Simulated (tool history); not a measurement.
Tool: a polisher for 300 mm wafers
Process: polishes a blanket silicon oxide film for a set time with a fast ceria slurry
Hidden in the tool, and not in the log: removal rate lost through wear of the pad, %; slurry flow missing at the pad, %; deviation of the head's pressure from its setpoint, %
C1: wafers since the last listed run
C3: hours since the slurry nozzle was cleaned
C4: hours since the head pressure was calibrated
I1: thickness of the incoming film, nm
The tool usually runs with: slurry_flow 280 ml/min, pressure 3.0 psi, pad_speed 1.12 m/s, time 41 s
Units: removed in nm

Run 1, hour 0.0: usual settings but pressure 2.3 psi; C1 0; wafers polished on this pad 1080; C3 247.9; C4 680.6; I1 2223.3. Result: removed 637.2 nm.
At hour 12.6: slurry nozzle cleaned.
Run 2, hour 71.7: usual settings but pressure 2.3 psi; C1 680; wafers polished on this pad 1760; C3 59.1; C4 752.3; I1 2206.9. Result: removed 637.3 nm.
Run 3, hour 115.0: usual settings but pressure 2.3 psi; C1 416; wafers polished on this pad 2177; C3 102.4; C4 795.6; I1 2247.2. Result: removed 631.3 nm.
At hour 139.4: worn pad replaced by a new one.
Run 4, hour 155.3: usual settings but slurry_flow 320 ml/min; C1 349; wafers polished on this pad 152; C3 142.7; C4 835.9; I1 2188.3. Result: removed 804.7 nm.
Run 5, hour 194.9: usual settings but slurry_flow 320 ml/min; C1 380; wafers polished on this pad 533; C3 182.3; C4 875.5; I1 2244.3. Result: removed 792.7 nm.
Run 6, hour 229.2: usual settings but slurry_flow 330 ml/min, pressure 2.3 psi; C1 329; wafers polished on this pad 863; C3 216.6; C4 909.8; I1 2183.3. Result: removed 650.0 nm.
At hour 284.0: slurry nozzle cleaned.
Run 7, hour 300.0: usual settings but slurry_flow 330 ml/min, pressure 2.3 psi; C1 671; wafers polished on this pad 1535; C3 16.0; C4 980.6; I1 2235.2. Result: removed 646.8 nm.
Run 8, hour 363.6: usual settings but slurry_flow 330 ml/min, pressure 2.3 psi; C1 611; wafers polished on this pad 2146; C3 79.6; C4 1044.2; I1 2212.4. Result: removed 643.1 nm.
Run 9, hour 389.2: usual settings; C1 246; wafers polished on this pad 2393; C3 105.2; C4 1069.8; I1 2229.1. Result: removed 797.8 nm.
At hour 398.7: worn pad replaced by a new one.
Run 10, hour 447.5: usual settings; C1 522; wafers polished on this pad 469; C3 163.5; C4 1128.1; I1 2180.0. Result: removed 779.5 nm.
Run 11, hour 503.7: usual settings but slurry_flow 210 ml/min; C1 540; wafers polished on this pad 1010; C3 219.7; C4 1184.3; I1 2191.6. Result: removed 764.6 nm.
At hour 559.6: slurry nozzle cleaned.
At hour 582.2: head pressure recalibrated.
At hour 675.8: worn pad replaced by a new one.
Run 12, hour 715.8: usual settings but slurry_flow 325 ml/min, pressure 2.0 psi, pad_speed 0.98 m/s; C1 1973; wafers polished on this pad 384; C3 156.2; C4 133.6; I1 2222.7. Result: removed 517.1 nm.
Run 13, hour 780.8: usual settings but slurry_flow 205 ml/min, pad_speed 1.44 m/s, time 54 s; C1 625; wafers polished on this pad 1009; C3 221.2; C4 198.6; I1 2226.4. Result: removed 1294.2 nm.
At hour 811.4: slurry nozzle cleaned.
Run 14, hour 850.3: usual settings; C1 658; wafers polished on this pad 1668; C3 38.9; C4 268.1; I1 2228.9. Result: removed 795.8 nm.
Run 15, hour 887.2: usual settings but slurry_flow 205 ml/min; C1 354; wafers polished on this pad 2023; C3 75.8; C4 305.0; I1 2256.8. Result: removed 773.1 nm.
At hour 893.7: worn pad replaced by a new one.
Run 16, hour 1001.3: usual settings but slurry_flow 180 ml/min, pressure 2.4 psi; C1 1059; wafers polished on this pad 1034; C3 189.9; C4 419.1; I1 2249.8. Result: removed 617.7 nm.
At hour 1034.3: slurry nozzle cleaned.
Run 17, hour 1067.3: usual settings but slurry_flow 355 ml/min, pressure 4.0 psi, pad_speed 1.34 m/s, time 52 s; C1 625; wafers polished on this pad 1660; C3 33.0; C4 485.1; I1 2257.7. Result: removed 1590.2 nm.
Run 18, hour 1096.4: usual settings; C1 279; wafers polished on this pad 1940; C3 62.1; C4 514.2; I1 2233.3. Result: removed 793.6 nm.
At hour 1135.5: worn pad replaced by a new one.
Run 19, hour 1164.3: usual settings; C1 614; wafers polished on this pad 277; C3 130.0; C4 582.1; I1 2192.5. Result: removed 793.2 nm.
Run 20, hour 1224.2: usual settings; C1 576; wafers polished on this pad 853; C3 189.9; C4 642.0; I1 2171.5. Result: removed 791.5 nm.

Predict each of these 5 candidate next runs independently; none follows another, all start after run 20:
Run A, hour 1224.6: usual settings; C1 3; wafers polished on this pad 857; C3 190.3; C4 642.4; I1 2192.5. Result: removed ?.
Run B, hour 1224.6: usual settings but slurry_flow 200 ml/min; C1 3; wafers polished on this pad 857; C3 190.3; C4 642.4; I1 2192.5. Result: removed ?.
Run C, hour 1224.6: usual settings but slurry_flow 370 ml/min, pad_speed 1.36 m/s; C1 3; wafers polished on this pad 857; C3 190.3; C4 642.4; I1 2192.5. Result: removed ?.
Run D, hour 1224.6: usual settings but pressure 2.6 psi, time 47 s; C1 3; wafers polished on this pad 857; C3 190.3; C4 642.4; I1 2192.5. Result: removed ?.
Run E, hour 1224.6: usual settings but pressure 3.7 psi, time 49 s; C1 3; wafers polished on this pad 857; C3 190.3; C4 642.4; I1 2192.5. Result: removed ?.

run  removed
  A    797.1
  B    767.3
  C    990.9
  D    811.4
  E   1139.4
With no hidden state in the tool, these same runs would have given:
run  removed
  A    797.1
  B    767.3
  C    990.9
  D    811.4
  E   1139.4
